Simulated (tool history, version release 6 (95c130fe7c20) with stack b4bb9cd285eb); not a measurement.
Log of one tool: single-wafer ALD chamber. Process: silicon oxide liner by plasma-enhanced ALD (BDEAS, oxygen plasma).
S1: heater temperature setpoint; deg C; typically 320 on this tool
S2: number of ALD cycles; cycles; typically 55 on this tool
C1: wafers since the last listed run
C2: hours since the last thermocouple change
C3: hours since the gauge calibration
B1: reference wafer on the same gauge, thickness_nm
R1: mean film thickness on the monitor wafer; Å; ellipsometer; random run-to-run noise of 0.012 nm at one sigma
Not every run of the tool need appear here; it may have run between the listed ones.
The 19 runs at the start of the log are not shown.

{"run": 20, "hour": 1909.5, "S1": 320, "S2": 55, "C1": 574, "C2": 310.5, "C3": 775.6, "B1": 4.569, "R1": 49.67}
{"run": 21, "hour": 1976.5, "S1": 328, "S2": 49, "C1": 415, "C2": 377.5, "C3": 842.6, "B1": 4.571, "R1": 43.82}
{"run": 22, "hour": 2077.7, "S1": 320, "S2": 49, "C1": 628, "C2": 478.7, "C3": 943.8, "B1": 4.575, "R1": 44.14}
{"run": 23, "hour": 2347.5, "S1": 311, "S2": 64, "C1": 1674, "C2": 748.5, "C3": 1213.6, "B1": 4.571, "R1": 58.74}
{"run": 24, "hour": 2416.4, "S1": 320, "S2": 52, "C1": 427, "C2": 817.4, "C3": 1282.5, "B1": 4.569, "R1": 46.81}
{"run": 25, "hour": 2472.6, "S1": 313, "S2": 55, "C1": 348, "C2": 873.6, "C3": 1338.7, "B1": 4.569, "R1": 50.4}
{"run": 26, "hour": 2512.4, "S1": 332, "S2": 51, "C1": 247, "C2": 913.4, "C3": 1378.5, "B1": 4.568, "R1": 45.25}
{"run": 27, "hour": 2584.0, "S1": 307, "S2": 55, "C1": 444, "C2": 985, "C3": 1450.1, "B1": 4.571, "R1": 50.66}
{"run": 28, "hour": 2650.9, "S1": 315, "S2": 59, "C1": 415, "C2": 1051.9, "C3": 1517, "B1": 4.567, "R1": 53.88}
{"run": 29, "hour": 2701.4, "S1": 320, "S2": 55, "C1": 313, "C2": 1102.4, "C3": 1567.5, "B1": 4.564, "R1": 49.83}
{"run": 30, "hour": 2777.9, "S1": 320, "S2": 55, "C1": 474, "C2": 1178.9, "C3": 1644, "B1": 4.572, "R1": 49.98}
{"run": 31, "hour": 2850.3, "S1": 305, "S2": 55, "C1": 449, "C2": 1251.3, "C3": 1716.4, "B1": 4.57, "R1": 51.07}
{"run": 32, "hour": 2911.0, "S1": 316, "S2": 65, "C1": 376, "C2": 1312, "C3": 1777.1, "B1": 4.566, "R1": 59.36}
{"run": 33, "hour": 2998.2, "S1": 320, "S2": 55, "C1": 541, "C2": 1399.2, "C3": 1864.3, "B1": 4.575, "R1": 49.88}

5 options for the next run, each taken on its own from the tool as it stands now. Forecast them:
{"run": "A", "hour": 2998.7, "S1": 320, "S2": 55, "C1": 3, "C2": 1399.7, "C3": 1864.8, "B1": "?", "R1": "?"}
{"run": "B", "hour": 2998.7, "S1": 305, "S2": 58, "C1": 3, "C2": 1399.7, "C3": 1864.8, "B1": "?", "R1": "?"}
{"run": "C", "hour": 2998.7, "S1": 333, "S2": 59, "C1": 3, "C2": 1399.7, "C3": 1864.8, "B1": "?", "R1": "?"}
{"run": "D", "hour": 2998.7, "S1": 306, "S2": 55, "C1": 3, "C2": 1399.7, "C3": 1864.8, "B1": "?", "R1": "?"}
{"run": "E", "hour": 2998.7, "S1": 320, "S2": 44, "C1": 3, "C2": 1399.7, "C3": 1864.8, "B1": "?", "R1": "?"}

run=A B1=4.565 R1=49.97
run=B B1=4.565 R1=54.01
run=C B1=4.565 R1=52.58
run=D B1=4.565 R1=51.02
run=E B1=4.565 R1=39.98
Had the tool no hidden state, the same runs would have come out as:
run=A R1=49.55
run=B R1=53.41
run=C R1=52.13
run=D R1=50.57
run=E R1=39.64
